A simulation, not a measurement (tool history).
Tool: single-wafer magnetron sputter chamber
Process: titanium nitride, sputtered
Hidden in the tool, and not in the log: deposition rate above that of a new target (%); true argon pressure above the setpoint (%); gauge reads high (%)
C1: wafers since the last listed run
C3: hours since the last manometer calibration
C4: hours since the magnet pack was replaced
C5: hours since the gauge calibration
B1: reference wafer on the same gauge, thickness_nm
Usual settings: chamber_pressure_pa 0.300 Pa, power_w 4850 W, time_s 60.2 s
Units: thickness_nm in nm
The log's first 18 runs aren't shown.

At hour 1474.0: sputter target and shields replaced.
Run 19, hour 1478.7: usual settings but time_s 67.4 s; C1 2014; wafers on the sputter target 111; C3 808.3; C4 383.2; C5 1830.7; B1 51.981. Result: thickness_nm 54.514 nm.
Run 20, hour 1519.0: usual settings but chamber_pressure_pa 0.340 Pa, power_w 5300 W, time_s 71.5 s; C1 950; wafers on the sputter target 1062; C3 848.6; C4 423.5; C5 1871.0; B1 52.019. Result: thickness_nm 62.150 nm.
Run 21, hour 1611.2: usual settings but chamber_pressure_pa 0.359 Pa, power_w 3800 W; C1 2174; wafers on the sputter target 3236; C3 940.8; C4 515.7; C5 1963.2; B1 52.010. Result: thickness_nm 37.151 nm.
At hour 1679.9: gauge calibrated.
Run 22, hour 1713.0: usual settings but chamber_pressure_pa 0.238 Pa, power_w 5850 W, time_s 54.0 s; C1 2401; wafers on the sputter target 5638; C3 1042.6; C4 617.5; C5 33.1; B1 52.025. Result: thickness_nm 53.699 nm.
At hour 1771.1: capacitance manometer re-zeroed and calibrated.
Run 23, hour 1799.2: usual settings but chamber_pressure_pa 0.224 Pa, time_s 63.2 s; C1 1844; wafers on the sputter target 7483; C3 28.1; C4 703.7; C5 119.3; B1 52.045. Result: thickness_nm 51.856 nm.
Run 24, hour 1837.0: usual settings but chamber_pressure_pa 0.379 Pa; C1 891; wafers on the sputter target 8374; C3 65.9; C4 741.5; C5 157.1; B1 52.015. Result: thickness_nm 46.271 nm.
Run 25, hour 1896.0: usual settings but chamber_pressure_pa 0.403 Pa, power_w 4400 W; C1 1391; wafers on the sputter target 9766; C3 124.9; C4 800.5; C5 216.1; B1 51.975. Result: thickness_nm 40.827 nm.
Run 26, hour 1963.4: usual settings but chamber_pressure_pa 0.269 Pa; C1 1589; wafers on the sputter target 11356; C3 192.3; C4 867.9; C5 283.5; B1 51.970. Result: thickness_nm 47.732 nm.
At hour 2048.3: sputter target and shields replaced.
Run 27, hour 2061.3: usual settings but power_w 4350 W; C1 2120; wafers on the sputter target 305; C3 290.2; C4 965.8; C5 381.4; B1 51.968. Result: thickness_nm 43.863 nm.
Run 28, hour 2133.8: usual settings but chamber_pressure_pa 0.198 Pa, power_w 5950 W, time_s 52.3 s; C1 1710; wafers on the sputter target 2015; C3 362.7; C4 1038.3; C5 453.9; B1 51.992. Result: thickness_nm 54.071 nm.
Run 29, hour 2227.2: usual settings but power_w 3800 W, time_s 55.5 s; C1 2203; wafers on the sputter target 4218; C3 456.1; C4 1131.7; C5 547.3; B1 51.977. Result: thickness_nm 34.968 nm.
Run 30, hour 2301.1: usual settings but chamber_pressure_pa 0.217 Pa, time_s 71.0 s; C1 1743; wafers on the sputter target 5962; C3 530.0; C4 1205.6; C5 621.2; B1 52.007. Result: thickness_nm 58.591 nm.
Run 31, hour 2386.7: usual settings; C1 2019; wafers on the sputter target 7981; C3 615.6; C4 1291.2; C5 706.8; B1 52.028. Result: thickness_nm 47.924 nm.
Run 32, hour 2457.9: usual settings; C1 1679; wafers on the sputter target 9661; C3 686.8; C4 1362.4; C5 778.0; B1 52.003. Result: thickness_nm 47.381 nm.
Run 33, hour 2512.2: usual settings but chamber_pressure_pa 0.195 Pa, power_w 3750 W, time_s 51.1 s; C1 1280; wafers on the sputter target 10941; C3 741.1; C4 1416.7; C5 832.3; B1 51.969. Result: thickness_nm 32.621 nm.

Forecast each of these 5 alternatives for the next run:
Run A, hour 2512.6: usual settings; C1 9; wafers on the sputter target 10951; C3 741.5; C4 1417.1; C5 832.7; B1 ?. Result: thickness_nm ?.
Run B, hour 2512.6: usual settings but chamber_pressure_pa 0.390 Pa, power_w 5800 W, time_s 64.3 s; C1 9; wafers on the sputter target 10951; C3 741.5; C4 1417.1; C5 832.7; B1 ?. Result: thickness_nm ?.
Run C, hour 2512.6: usual settings but power_w 5800 W, time_s 48.4 s; C1 9; wafers on the sputter target 10951; C3 741.5; C4 1417.1; C5 832.7; B1 ?. Result: thickness_nm ?.
Run D, hour 2512.6: usual settings but power_w 3950 W; C1 9; wafers on the sputter target 10951; C3 741.5; C4 1417.1; C5 832.7; B1 ?. Result: thickness_nm ?.
Run E, hour 2512.6: usual settings but power_w 5550 W, time_s 53.0 s; C1 9; wafers on the sputter target 10951; C3 741.5; C4 1417.1; C5 832.7; B1 ?. Result: thickness_nm ?.

run      B1  thickness_nm
  A  51.944        47.351
  B  51.944        58.008
  C  51.944        45.526
  D  51.944        38.564
  E  51.944        47.704
Without the tool's hidden state the same runs would have given:
run  thickness_nm
  A        49.041
  B        60.079
  C        47.152
  D        39.941
  E        49.407
